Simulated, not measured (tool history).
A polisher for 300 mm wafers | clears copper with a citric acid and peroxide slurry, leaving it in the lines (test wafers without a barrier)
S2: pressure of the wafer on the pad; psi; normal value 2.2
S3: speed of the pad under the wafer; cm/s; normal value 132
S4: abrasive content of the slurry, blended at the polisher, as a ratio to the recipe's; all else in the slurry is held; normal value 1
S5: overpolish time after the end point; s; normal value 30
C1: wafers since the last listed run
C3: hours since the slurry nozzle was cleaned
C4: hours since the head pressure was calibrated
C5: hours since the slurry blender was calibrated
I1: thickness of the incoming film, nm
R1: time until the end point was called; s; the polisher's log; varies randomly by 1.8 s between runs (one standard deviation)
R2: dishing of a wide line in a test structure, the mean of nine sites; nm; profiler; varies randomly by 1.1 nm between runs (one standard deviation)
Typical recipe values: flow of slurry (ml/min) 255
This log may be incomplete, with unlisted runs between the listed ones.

run 1 hour=0 | flow_of_slurry_(ml/min)=255 S2=2.2 S3=146 S4=1 S5=40 | C1=0 wafers_polished_on_this_pad=2016 C3=308.3 C4=953.2 C5=195.5 | I1=286.5 | R1=108.6 R2=60.4
-- hour=46.6 worn pad replaced by a new one
run 2 hour=50.6 | flow_of_slurry_(ml/min)=255 S2=2.2 S3=146 S4=1 S5=40 | C1=250 wafers_polished_on_this_pad=21 C3=358.9 C4=1003.8 C5=246.1 | I1=283 | R1=109.1 R2=59.7
run 3 hour=109.1 | flow_of_slurry_(ml/min)=255 S2=2.2 S3=146 S4=1 S5=40 | C1=314 wafers_polished_on_this_pad=335 C3=417.4 C4=1062.3 C5=304.6 | I1=289.3 | R1=111.4 R2=57.8
run 4 hour=146.9 | flow_of_slurry_(ml/min)=255 S2=2.2 S3=132 S4=1 S5=30 | C1=203 wafers_polished_on_this_pad=538 C3=455.2 C4=1100.1 C5=342.4 | I1=285.3 | R1=123.4 R2=43.1
run 5 hour=187.8 | flow_of_slurry_(ml/min)=255 S2=2.2 S3=132 S4=1 S5=30 | C1=219 wafers_polished_on_this_pad=758 C3=496.1 C4=1141 C5=383.3 | I1=286.2 | R1=127.1 R2=43.8
-- hour=212.2 slurry blender recalibrated
-- hour=288.7 slurry nozzle cleaned
run 6 hour=396.2 | flow_of_slurry_(ml/min)=255 S2=2.2 S3=132 S4=1 S5=30 | C1=1103 wafers_polished_on_this_pad=1862 C3=107.5 C4=1349.4 C5=184 | I1=283.6 | R1=118.7 R2=43.9
-- hour=411.9 head pressure recalibrated
run 7 hour=427.8 | flow_of_slurry_(ml/min)=255 S2=2.2 S3=132 S4=1 S5=30 | C1=159 wafers_polished_on_this_pad=2021 C3=139.1 C4=15.9 C5=215.6 | I1=287.2 | R1=116.5 R2=47.6
-- hour=435.7 worn pad replaced by a new one
run 8 hour=492.5 | flow_of_slurry_(ml/min)=255 S2=2.2 S3=132 S4=1 S5=30 | C1=326 wafers_polished_on_this_pad=305 C3=203.8 C4=80.6 C5=280.3 | I1=287 | R1=120.4 R2=47
run 9 hour=523.9 | flow_of_slurry_(ml/min)=255 S2=2.2 S3=132 S4=1 S5=30 | C1=168 wafers_polished_on_this_pad=473 C3=235.2 C4=112 C5=311.7 | I1=287.7 | R1=123.6 R2=45.4
run 10 hour=553.2 | flow_of_slurry_(ml/min)=255 S2=2.2 S3=132 S4=1 S5=30 | C1=157 wafers_polished_on_this_pad=631 C3=264.5 C4=141.3 C5=341 | I1=281.4 | R1=118.7 R2=46.1
run 11 hour=583.9 | flow_of_slurry_(ml/min)=255 S2=2.2 S3=88 S4=1.15 S5=16 | C1=164 wafers_polished_on_this_pad=796 C3=295.2 C4=172 C5=371.7 | I1=281.4 | R1=171 R2=19.1
run 12 hour=617.4 | flow_of_slurry_(ml/min)=255 S2=2.2 S3=132 S4=0.8 S5=40 | C1=180 wafers_polished_on_this_pad=976 C3=328.7 C4=205.5 C5=405.2 | I1=285 | R1=129.9 R2=52.1
-- hour=655.6 slurry blender recalibrated
run 13 hour=677.3 | flow_of_slurry_(ml/min)=280 S2=1.9 S3=132 S4=0.75 S5=17 | C1=311 wafers_polished_on_this_pad=1287 C3=388.6 C4=265.4 C5=21.7 | I1=289.1 | R1=152.1 R2=22.9
run 14 hour=718.1 | flow_of_slurry_(ml/min)=255 S2=2.2 S3=94 S4=1 S5=39 | C1=219 wafers_polished_on_this_pad=1506 C3=429.4 C4=306.2 C5=62.5 | I1=286 | R1=164.3 R2=42.8
-- hour=774.6 worn pad replaced by a new one
run 15 hour=789.8 | flow_of_slurry_(ml/min)=180 S2=2.2 S3=172 S4=1 S5=30 | C1=363 wafers_polished_on_this_pad=81 C3=501.1 C4=377.9 C5=134.2 | I1=284.9 | R1=103.5 R2=49.8
run 16 hour=840.1 | flow_of_slurry_(ml/min)=255 S2=2.2 S3=132 S4=1 S5=43 | C1=270 wafers_polished_on_this_pad=351 C3=551.4 C4=428.2 C5=184.5 | I1=287.9 | R1=123.6 R2=58.8
-- hour=868.7 slurry nozzle cleaned
run 17 hour=869.3 | flow_of_slurry_(ml/min)=280 S2=2.2 S3=146 S4=1 S5=30 | C1=151 wafers_polished_on_this_pad=503 C3=0.6 C4=457.4 C5=213.7 | I1=282.1 | R1=101.6 R2=51.2
run 18 hour=937.9 | flow_of_slurry_(ml/min)=255 S2=2.2 S3=96 S4=1 S5=20 | C1=368 wafers_polished_on_this_pad=872 C3=69.2 C4=526 C5=282.3 | I1=284.4 | R1=157.7 R2=24.8
run 19 hour=1003.2 | flow_of_slurry_(ml/min)=255 S2=2.5 S3=132 S4=1 S5=30 | C1=350 wafers_polished_on_this_pad=1222 C3=134.5 C4=591.3 C5=347.6 | I1=283.2 | R1=105.1 R2=51.3
run 20 hour=1046.4 | flow_of_slurry_(ml/min)=255 S2=2.2 S3=132 S4=1 S5=30 | C1=232 wafers_polished_on_this_pad=1455 C3=177.7 C4=634.5 C5=390.8 | I1=284.2 | R1=116.1 R2=46
-- hour=1068.9 slurry blender recalibrated
run 21 hour=1113.7 | flow_of_slurry_(ml/min)=165 S2=2.2 S3=132 S4=1.1 S5=38 | C1=350 wafers_polished_on_this_pad=1806 C3=245 C4=701.8 C5=44.8 | I1=289.3 | R1=135.1 R2=51.2
-- hour=1130.9 worn pad replaced by a new one
run 22 hour=1139.4 | flow_of_slurry_(ml/min)=255 S2=2.2 S3=132 S4=1 S5=22 | C1=116 wafers_polished_on_this_pad=45 C3=270.7 C4=727.5 C5=70.5 | I1=286.8 | R1=122.8 R2=34
run 23 hour=1207.1 | flow_of_slurry_(ml/min)=255 S2=2.2 S3=168 S4=1 S5=30 | C1=363 wafers_polished_on_this_pad=409 C3=338.4 C4=795.2 C5=138.2 | I1=287.5 | R1=98.3 R2=54.5
run 24 hour=1415.9 | flow_of_slurry_(ml/min)=255 S2=2.2 S3=132 S4=1 S5=30 | C1=1122 wafers_polished_on_this_pad=1531 C3=547.2 C4=1004 C5=347 | I1=289.5 | R1=123.6 R2=43.9
-- hour=1430 slurry blender recalibrated
run 25 hour=1467.4 | flow_of_slurry_(ml/min)=255 S2=2.9 S3=132 S4=1 S5=30 | C1=266 wafers_polished_on_this_pad=1797 C3=598.7 C4=1055.5 C5=37.4 | I1=288.5 | R1=98.9 R2=53.8
run 26 hour=1494.3 | flow_of_slurry_(ml/min)=255 S2=2.2 S3=168 S4=1 S5=30 | C1=144 wafers_polished_on_this_pad=1942 C3=625.6 C4=1082.4 C5=64.3 | I1=280.4 | R1=98.5 R2=50.6
-- hour=1517.5 worn pad replaced by a new one
run 27 hour=1521.7 | flow_of_slurry_(ml/min)=290 S2=2.2 S3=132 S4=0.75 S5=46 | C1=125 wafers_polished_on_this_pad=22 C3=653 C4=1109.8 C5=91.7 | I1=289.3 | R1=141.1 R2=59.7

Across each entry between runs, compare the hidden state at the last listed run before it with the hidden state at the first listed run after it:
In the gap between runs 1 and 2: worn pad replaced by a new one (hour 46.6)
  slurry flow missing at the pad, %: 33.5 -> 35.6
  measured value less the no-hidden-state value, R1: +6.3 -> +7 s; R2: -2.6 -> -2.9 nm
In the gap between runs 5 and 6: slurry blender recalibrated (hour 212.2); slurry nozzle cleaned (hour 288.7)
  slurry flow missing at the pad, %: 39.5 -> 17.6
  measured value less the no-hidden-state value, R1: +9.6 -> +2.9 s; R2: -2.8 -> -0.9 nm
In the gap between runs 6 and 7: head pressure recalibrated (hour 411.9)
  slurry flow missing at the pad, %: 17.6 -> 21
  measured value less the no-hidden-state value, R1: +2.9 -> +3.6 s; R2: -0.9 -> -1.2 nm
In the gap between runs 7 and 8: worn pad replaced by a new one (hour 435.7)
  slurry flow missing at the pad, %: 21 -> 26.7
  measured value less the no-hidden-state value, R1: +3.6 -> +5 s; R2: -1.2 -> -1.6 nm
In the gap between runs 12 and 13: slurry blender recalibrated (hour 655.6)
  slurry flow missing at the pad, %: 33.9 -> 36.2
  measured value less the no-hidden-state value, R1: +7.7 -> +9.1 s; R2: -2.5 -> -1.3 nm
In the gap between runs 14 and 15: worn pad replaced by a new one (hour 774.6)
  slurry flow missing at the pad, %: 37.5 -> 39.2
  measured value less the no-hidden-state value, R1: +11.4 -> +10.9 s; R2: -2.5 -> -4.3 nm
In the gap between runs 16 and 17: slurry nozzle cleaned (hour 868.7)
  slurry flow missing at the pad, %: 40.1 -> 7.2
  measured value less the no-hidden-state value, R1: +9.6 -> +0.8 s; R2: -3.5 -> -0.3 nm
In the gap between runs 20 and 21: slurry blender recalibrated (hour 1068.9)
  slurry flow missing at the pad, %: 30.1 -> 35
  measured value less the no-hidden-state value, R1: +5.8 -> +13 s; R2: -1.9 -> -4.1 nm
In the gap between runs 21 and 22: worn pad replaced by a new one (hour 1130.9)
  slurry flow missing at the pad, %: 35 -> 36.6
  measured value less the no-hidden-state value, R1: +13 -> +8.2 s; R2: -4.1 -> -2 nm
In the gap between runs 24 and 25: slurry blender recalibrated (hour 1430)
  slurry flow missing at the pad, %: 45.5 -> 46.3
  measured value less the no-hidden-state value, R1: +12.1 -> +9.9 s; R2: -3.8 -> -4.6 nm
In the gap between runs 26 and 27: worn pad replaced by a new one (hour 1517.5)
  slurry flow missing at the pad, %: 46.6 -> 46.9
  measured value less the no-hidden-state value, R1: +10 -> +12.8 s; R2: -4.3 -> -4.2 nm
